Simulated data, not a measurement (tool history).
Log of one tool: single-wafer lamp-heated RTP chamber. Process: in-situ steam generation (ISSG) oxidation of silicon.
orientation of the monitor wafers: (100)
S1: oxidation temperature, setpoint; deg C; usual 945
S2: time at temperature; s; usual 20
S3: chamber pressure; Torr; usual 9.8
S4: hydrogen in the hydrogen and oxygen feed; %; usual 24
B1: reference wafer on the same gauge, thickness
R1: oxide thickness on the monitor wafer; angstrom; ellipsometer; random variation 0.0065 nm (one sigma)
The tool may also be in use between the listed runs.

| run | hour | S1 | S2 | S3 | S4 | B1 | R1 |
|---|---|---|---|---|---|---|---|
| 1 | 0.0 | 945 | 20 | 9.8 | 24 | 4.850 | 43.65 |
| 2 | 65.1 | 945 | 20 | 9.8 | 24 | 4.849 | 43.86 |
| 3 | 118.9 | 945 | 20 | 9.8 | 24 | 4.850 | 43.88 |
| 4 | 189.8 | 945 | 20 | 9.8 | 27 | 4.848 | 45.39 |
|  | 216.0 | pyrometer window cleaned and pyrometer calibrated |
| 5 | 259.0 | 945 | 20 | 9.8 | 27 | 4.850 | 44.60 |
| 6 | 295.0 | 945 | 20 | 9.8 | 27 | 4.850 | 44.63 |
| 7 | 346.8 | 945 | 20 | 9.8 | 24 | 4.849 | 43.74 |
| 8 | 375.9 | 945 | 20 | 9.8 | 24 | 4.850 | 43.84 |
| 9 | 426.4 | 945 | 20 | 9.8 | 24 | 4.848 | 44.02 |
|  | 444.7 | pyrometer window cleaned and pyrometer calibrated |
| 10 | 483.2 | 945 | 20 | 9.8 | 24 | 4.852 | 43.47 |
| 11 | 548.4 | 945 | 20 | 9.8 | 24 | 4.851 | 43.70 |
| 12 | 573.6 | 945 | 20 | 9.8 | 18 | 4.850 | 41.17 |
|  | 606.4 | gauge calibrated |
| 13 | 641.2 | 945 | 20 | 9.8 | 18 | 4.849 | 41.43 |
|  | 680.5 | pyrometer window cleaned and pyrometer calibrated |
|  | 687.2 | hydrogen flow controller replaced |
| 14 | 687.7 | 959 | 15 | 10.2 | 30 | 4.850 | 42.14 |
| 15 | 729.5 | 945 | 15 | 10.2 | 24 | 4.850 | 38.57 |
| 16 | 759.4 | 945 | 14 | 9.8 | 24 | 4.850 | 37.97 |
| 17 | 798.3 | 934 | 14 | 9.8 | 24 | 4.849 | 37.14 |
| 18 | 845.7 | 956 | 20 | 9.0 | 20 | 4.850 | 44.22 |
|  | 866.3 | pressure gauge zeroed |
| 19 | 915.3 | 956 | 12 | 8.9 | 16 | 4.852 | 34.35 |
|  | 934.2 | pyrometer window cleaned and pyrometer calibrated |
| 20 | 940.7 | 928 | 24 | 10.2 | 16 | 4.850 | 40.75 |
| 21 | 1001.5 | 959 | 26 | 10.2 | 29 | 4.850 | 52.52 |
| 22 | 1072.8 | 952 | 20 | 10.2 | 24 | 4.850 | 44.43 |
| 23 | 1130.4 | 945 | 20 | 9.8 | 24 | 4.851 | 43.99 |
| 24 | 1174.5 | 945 | 22 | 9.8 | 24 | 4.850 | 45.93 |
| 25 | 1205.6 | 945 | 14 | 9.8 | 24 | 4.850 | 38.43 |
|  | 1227.9 | pyrometer window cleaned and pyrometer calibrated |
| 26 | 1234.4 | 945 | 20 | 9.8 | 24 | 4.850 | 43.57 |
|  | 1305.8 | gauge calibrated |
| 27 | 1310.3 | 960 | 23 | 10.2 | 32 | 4.848 | 51.31 |

Forecast each of these 4 alternatives for the next run:
| A | 1310.7 | 955 | 20 | 9.8 | 24 | ? | ? |
| B | 1310.7 | 933 | 18 | 9.8 | 18 | ? | ? |
| C | 1310.7 | 945 | 17 | 10.2 | 15 | ? | ? |
| D | 1310.7 | 936 | 20 | 9.3 | 24 | ? | ? |

| run | B1 | R1 |
|---|---|---|
| A | 4.850 | 45.08 |
| B | 4.850 | 38.13 |
| C | 4.850 | 36.82 |
| D | 4.850 | 42.97 |
Without the tool's hidden state the same runs would have given:
| run | R1 |
|---|---|
| A | 44.58 |
| B | 37.77 |
| C | 36.46 |
| D | 42.54 |
